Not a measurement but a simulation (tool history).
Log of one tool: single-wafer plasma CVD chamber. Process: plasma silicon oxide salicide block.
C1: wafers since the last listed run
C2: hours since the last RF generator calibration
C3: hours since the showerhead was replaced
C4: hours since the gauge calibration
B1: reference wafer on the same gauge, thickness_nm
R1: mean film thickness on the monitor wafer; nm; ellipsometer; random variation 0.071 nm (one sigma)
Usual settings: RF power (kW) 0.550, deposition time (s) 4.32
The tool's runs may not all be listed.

Run 1, hour 0.0: usual settings but RF power (kW) 0.475, deposition time (s) 4.85; C1 0; C2 1638.9; C3 2512.9; C4 653.9; B1 39.689. Result: R1 45.714 nm.
Run 2, hour 101.5: usual settings but deposition time (s) 3.71; C1 2260; C2 1740.4; C3 2614.4; C4 755.4; B1 39.688. Result: R1 35.829 nm.
At hour 139.3: gauge calibrated.
Run 3, hour 159.8: usual settings but deposition time (s) 3.71; C1 1298; C2 1798.7; C3 2672.7; C4 20.5; B1 39.695. Result: R1 35.841 nm.
Run 4, hour 206.4: usual settings but deposition time (s) 3.71; C1 1037; C2 1845.3; C3 2719.3; C4 67.1; B1 39.699. Result: R1 35.855 nm.
Run 5, hour 298.2: usual settings; C1 2044; C2 1937.1; C3 2811.1; C4 158.9; B1 39.705. Result: R1 41.591 nm.
Run 6, hour 350.4: usual settings but deposition time (s) 3.88; C1 1162; C2 1989.3; C3 2863.3; C4 211.1; B1 39.718. Result: R1 37.391 nm.
At hour 414.2: RF generator calibrated.
Run 7, hour 447.8: usual settings but deposition time (s) 3.88; C1 1991; C2 33.6; C3 2960.7; C4 308.5; B1 39.705. Result: R1 38.106 nm.
At hour 469.1: showerhead replaced, of another model than before.
Run 8, hour 485.6: usual settings but deposition time (s) 3.88; C1 663; C2 71.4; C3 16.5; C4 346.3; B1 39.736. Result: R1 37.907 nm.
Run 9, hour 536.0: usual settings but RF power (kW) 0.500, deposition time (s) 5.07; C1 1122; C2 121.8; C3 66.9; C4 396.7; B1 39.692. Result: R1 48.392 nm.
Run 10, hour 587.2: usual settings but RF power (kW) 0.655, deposition time (s) 4.09; C1 1140; C2 173.0; C3 118.1; C4 447.9; B1 39.705. Result: R1 41.771 nm.
Run 11, hour 649.7: usual settings but RF power (kW) 0.500, deposition time (s) 4.89; C1 1392; C2 235.5; C3 180.6; C4 510.4; B1 39.682. Result: R1 46.720 nm.
Run 12, hour 741.1: usual settings but RF power (kW) 0.495, deposition time (s) 3.97; C1 2035; C2 326.9; C3 272.0; C4 601.8; B1 39.708. Result: R1 37.726 nm.
At hour 742.9: gauge calibrated.
Run 13, hour 828.9: usual settings but RF power (kW) 0.460, deposition time (s) 3.82; C1 1955; C2 414.7; C3 359.8; C4 86.0; B1 39.721. Result: R1 35.634 nm.
Run 14, hour 881.1: usual settings; C1 1162; C2 466.9; C3 412.0; C4 138.2; B1 39.710. Result: R1 42.061 nm.
Run 15, hour 927.4: usual settings; C1 1031; C2 513.2; C3 458.3; C4 184.5; B1 39.689. Result: R1 42.106 nm.
Run 16, hour 1002.6: usual settings; C1 1674; C2 588.4; C3 533.5; C4 259.7; B1 39.679. Result: R1 42.043 nm.
Run 17, hour 1074.7: usual settings but RF power (kW) 0.460, deposition time (s) 4.74; C1 1605; C2 660.5; C3 605.6; C4 331.8; B1 39.681. Result: R1 44.005 nm.

Forecast each of these 3 alternatives for the next run:
Run A, hour 1075.1: usual settings; C1 8; C2 660.9; C3 606.0; C4 332.2; B1 ?. Result: R1 ?.
Run B, hour 1075.1: usual settings but deposition time (s) 4.81; C1 8; C2 660.9; C3 606.0; C4 332.2; B1 ?. Result: R1 ?.
Run C, hour 1075.1: usual settings but deposition time (s) 4.58; C1 8; C2 660.9; C3 606.0; C4 332.2; B1 ?. Result: R1 ?.

run      B1      R1
  A  39.685  41.934
  B  39.685  46.690
  C  39.685  44.458
Without the tool's hidden state the same runs would have given:
run      R1
  A  42.313
  B  47.112
  C  44.859
